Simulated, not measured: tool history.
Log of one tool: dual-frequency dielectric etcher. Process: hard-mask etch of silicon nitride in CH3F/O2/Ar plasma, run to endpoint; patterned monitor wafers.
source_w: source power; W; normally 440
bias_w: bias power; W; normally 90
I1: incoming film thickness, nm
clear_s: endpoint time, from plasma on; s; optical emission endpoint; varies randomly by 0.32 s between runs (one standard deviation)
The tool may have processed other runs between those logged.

run 1 hour=0 | source_w=390 bias_w=84 | I1=42.15 | clear_s=56.7
run 2 hour=98.6 | source_w=390 bias_w=84 | I1=41.45 | clear_s=55.4
-- hour=172.7 wet clean of the chamber
run 3 hour=198.3 | source_w=390 bias_w=84 | I1=41.98 | clear_s=56.3
run 4 hour=265.6 | source_w=440 bias_w=90 | I1=42.54 | clear_s=53.5
run 5 hour=337.8 | source_w=440 bias_w=90 | I1=42.12 | clear_s=52.6
run 6 hour=407 | source_w=440 bias_w=107 | I1=42.09 | clear_s=50.1
run 7 hour=475.2 | source_w=440 bias_w=107 | I1=42.28 | clear_s=50.1
run 8 hour=524.3 | source_w=440 bias_w=90 | I1=42.01 | clear_s=52.1
run 9 hour=562.8 | source_w=440 bias_w=90 | I1=42.19 | clear_s=51.9
-- hour=649.4 upper electrode replaced
run 10 hour=669.8 | source_w=440 bias_w=90 | I1=42.47 | clear_s=52
-- hour=727 wet clean of the chamber
run 11 hour=730.6 | source_w=410 bias_w=98 | I1=42.42 | clear_s=51.5

Run 12 is up next; what results do you expect?
run 12 hour=801.3 | source_w=390 bias_w=101 | I1=41.66 | clear_s=?

{"run 12": {"clear_s": 51.6}}
With the hidden condition absent and the run-to-run variation left alone, this run would have shown clear_s 54.2 s.
